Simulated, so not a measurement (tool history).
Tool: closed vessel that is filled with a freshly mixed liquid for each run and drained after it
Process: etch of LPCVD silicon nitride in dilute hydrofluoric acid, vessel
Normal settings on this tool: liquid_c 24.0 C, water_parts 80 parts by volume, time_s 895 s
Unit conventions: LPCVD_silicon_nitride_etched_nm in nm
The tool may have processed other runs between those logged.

run,day,liquid_c,water_parts,time_s,"read-back film thickness of the LPCVD silicon nitride reference wafer, read on the same gauge (nm)",LPCVD_silicon_nitride_etched_nm
1,0.000,24.0,80,895,100.00,5.09
2,7.521,20.5,80,1025,100.04,4.56
3,10.712,20.5,80,1025,100.02,4.60
4,14.158,24.0,80,895,99.97,5.15
5,27.396,24.0,80,895,99.98,5.01
6,31.646,24.0,80,895,99.95,5.10
7,43.471,24.0,80,1045,100.03,6.04
8,54.854,24.0,80,1045,100.03,6.01
9,57.533,24.0,80,895,100.03,5.13
# day 59.783: hydrofluoric acid flow meter replaced
# day 60.171: thermometer replaced
10,60.358,24.0,80,895,100.03,4.98
11,64.579,24.0,80,895,99.99,5.03
12,68.992,20.5,80,1025,100.00,4.54
13,72.667,24.0,80,750,100.02,4.23
14,74.979,24.0,90,645,100.05,3.25
15,78.758,22.5,40,510,100.02,5.07
# day 79.492: gauge calibrated
16,81.138,24.0,80,895,100.00,5.07
17,84.812,28.0,80,725,100.01,5.25
18,87.358,24.0,80,895,100.03,5.00
19,89.946,22.0,110,1090,99.98,3.96
20,91.892,24.0,80,895,100.00,5.06
21,95.288,24.0,80,1230,100.01,7.05
22,98.525,20.5,100,1335,100.01,4.80
23,101.221,28.0,60,895,99.97,8.81
24,104.208,22.0,80,1285,100.06,6.40
25,105.725,19.0,60,895,100.03,4.77
26,110.783,24.0,80,895,100.03,5.08
27,113.438,24.0,80,895,100.02,5.09
28,115.767,24.0,80,525,100.00,2.98
29,119.508,20.5,110,895,100.02,2.93
30,121.788,26.5,80,1230,99.99,8.38
31,125.212,27.5,80,630,99.99,4.57

Difference, measured minus no-hidden-state, one row per run. Run-to-run variation is common to both terms; the gauge's own scatter need not be:
What the log doesn't record here: liquid colder than its thermometer reads (K); hydrofluoric acid flow above the setpoint (%); gauge reads high (%).
run,LPCVD_silicon_nitride_etched_nm
1,+0.06
2,+0.06
3,+0.06
4,+0.08
5,+0.10
6,+0.11
7,+0.15
8,+0.17
9,+0.15
10,+0.01
11,+0.02
12,+0.02
13,+0.03
14,+0.02
15,+0.04
16,+0.04
17,+0.05
18,+0.06
19,+0.05
20,+0.07
21,+0.10
22,+0.06
23,+0.15
24,+0.10
25,+0.07
26,+0.09
27,+0.10
28,+0.06
29,+0.06
30,+0.19
31,+0.11

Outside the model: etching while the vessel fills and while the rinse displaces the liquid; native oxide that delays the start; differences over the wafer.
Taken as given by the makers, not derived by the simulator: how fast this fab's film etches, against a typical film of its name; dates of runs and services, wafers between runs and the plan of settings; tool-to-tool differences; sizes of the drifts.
